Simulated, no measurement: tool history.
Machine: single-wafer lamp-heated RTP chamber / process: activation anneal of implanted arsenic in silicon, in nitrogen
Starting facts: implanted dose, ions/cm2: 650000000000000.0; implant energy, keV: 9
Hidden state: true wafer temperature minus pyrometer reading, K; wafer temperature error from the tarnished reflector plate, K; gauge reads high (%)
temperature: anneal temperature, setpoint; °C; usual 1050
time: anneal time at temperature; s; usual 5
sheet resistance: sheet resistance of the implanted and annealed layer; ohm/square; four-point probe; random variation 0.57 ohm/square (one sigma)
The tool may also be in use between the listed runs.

run	hour	temperature	time	wafers since the last listed run	wafers since the last pyrometer calibration	wafers since the reflector plate was cleaned	hours since the gauge calibration	read-back reference wafer on the same gauge, sheet resistance	sheet resistance
1	0.0	1050	5	0	1537	5367	169.4	153.89	183.67
2	25.5	1035	5	275	1812	5642	194.9	154.20	188.09
3	38.8	1035	5	143	1955	5786	208.2	153.90	189.07
4	132.1	1035	5	1006	2962	6792	301.5	153.92	188.38
5	152.6	1050	5	221	3183	7013	322.0	154.14	182.29
6	180.1	1050	5	296	3480	7310	349.5	154.30	181.82
7	215.2	1050	5	378	3859	7689	384.6	154.08	181.92
8	231.7	1050	5	178	4037	7867	401.1	154.03	182.92
9	265.2	1050	7	361	4398	8228	434.6	154.08	176.58
10	284.1	1050	5	203	4602	8432	453.5	153.94	181.70
11	309.2	1050	5	270	4873	8703	478.6	153.86	180.74
12	344.2	1050	5	377	5250	9081	513.6	154.20	181.59
13	365.4	1050	5	228	5479	9309	534.8	154.00	180.98
14	385.2	1032	5	213	5693	9523	554.6	154.13	188.66
15	405.9	1032	7	223	5916	9746	575.3	153.89	181.48
16	471.2	1050	3	704	6621	10451	640.6	153.80	189.03
# hour 484.7: reflector plate cleaned
# hour 493.6: gauge calibrated
17	496.2	1071	3	183	6804	123	2.6	153.99	183.80
18	512.1	1050	5	171	6976	295	18.5	154.24	184.20
19	546.1	1050	5	366	7342	662	52.5	153.93	184.23
20	560.2	1023	7	152	7495	814	66.6	154.15	188.65
21	580.5	1040	7	219	7714	1033	86.9	153.86	183.24
22	603.4	1073	3	247	7961	1280	109.8	153.97	183.50
23	625.4	1050	5	237	8198	1517	131.8	154.04	183.54
# hour 637.4: pyrometer window cleaned and pyrometer calibrated
24	637.9	1071	8	48	4	1566	144.3	153.90	168.80
25	663.4	1050	5	275	280	1841	169.8	153.91	183.13
26	698.7	1034	3	380	660	2222	205.1	154.11	197.02

Predict the results of run 27:
27	712.2	1072	4	145	806	2367	218.6	?	?

Logged for run 27: read-back reference wafer on the same gauge, sheet resistance 154.03, sheet resistance 180.49 ohm/square.
Take away the tool's hidden state, keep the run-to-run variation as it was, and the same run would have given sheet resistance 181.05 ohm/square.
